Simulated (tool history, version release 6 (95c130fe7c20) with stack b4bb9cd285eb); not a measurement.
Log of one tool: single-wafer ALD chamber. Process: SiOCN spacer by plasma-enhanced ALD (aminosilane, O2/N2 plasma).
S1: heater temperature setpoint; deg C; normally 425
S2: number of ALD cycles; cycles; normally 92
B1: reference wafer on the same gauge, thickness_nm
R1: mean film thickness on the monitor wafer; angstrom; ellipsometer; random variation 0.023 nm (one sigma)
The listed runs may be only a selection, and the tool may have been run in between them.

Run 1, hour 0: usual settings; B1 4.691. Result: R1 51.87 angstrom.
Run 2, hour 47.2: usual settings; B1 4.7. Result: R1 51.76 angstrom.
Run 3, hour 81.4: usual settings; B1 4.706. Result: R1 51.73 angstrom.
Run 4, hour 122.7: usual settings but S1 414 deg C, S2 99 cycles; B1 4.719. Result: R1 57.37 angstrom.
Run 5, hour 189.8: usual settings but S2 103 cycles; B1 4.727. Result: R1 58.31 angstrom.
Run 6, hour 245.9: usual settings; B1 4.743. Result: R1 52.34 angstrom.
At hour 279.4: thermocouple changed; heater temperature recalibrated.
Run 7, hour 280.3: usual settings but S2 104 cycles; B1 4.745. Result: R1 59.19 angstrom.
Run 8, hour 339.1: usual settings; B1 4.771. Result: R1 53 angstrom.
Run 9, hour 385.8: usual settings but S1 421 deg C, S2 101 cycles; B1 4.784. Result: R1 58.58 angstrom.
Run 10, hour 424.5: usual settings; B1 4.802. Result: R1 52.86 angstrom.
At hour 434.3: gauge calibrated.
Run 11, hour 457.7: usual settings; B1 4.648. Result: R1 51.12 angstrom.
Run 12, hour 585.5: usual settings but S1 435 deg C, S2 100 cycles; B1 4.66. Result: R1 54.12 angstrom.
Run 13, hour 640.7: usual settings but S1 417 deg C, S2 83 cycles; B1 4.668. Result: R1 47.57 angstrom.
Run 14, hour 679.9: usual settings but S1 438 deg C, S2 86 cycles; B1 4.663. Result: R1 46.22 angstrom.
Run 15, hour 707.1: usual settings but S1 429 deg C, S2 83 cycles; B1 4.673. Result: R1 45.83 angstrom.

Forecast each of these 3 alternatives for the next run:
Run A, hour 707.7: usual settings; B1 ?. Result: R1 ?.
Run B, hour 707.7: usual settings but S1 414 deg C, S2 78 cycles; B1 ?. Result: R1 ?.
Run C, hour 707.7: usual settings but S1 436 deg C, S2 108 cycles; B1 ?. Result: R1 ?.

run     B1     R1
  A  4.671  51.87
  B  4.671  45.36
  C  4.671  58.98
Had the tool no hidden state, the same runs would have come out as:
run     R1
  A  51.76
  B  45.26
  C  58.85

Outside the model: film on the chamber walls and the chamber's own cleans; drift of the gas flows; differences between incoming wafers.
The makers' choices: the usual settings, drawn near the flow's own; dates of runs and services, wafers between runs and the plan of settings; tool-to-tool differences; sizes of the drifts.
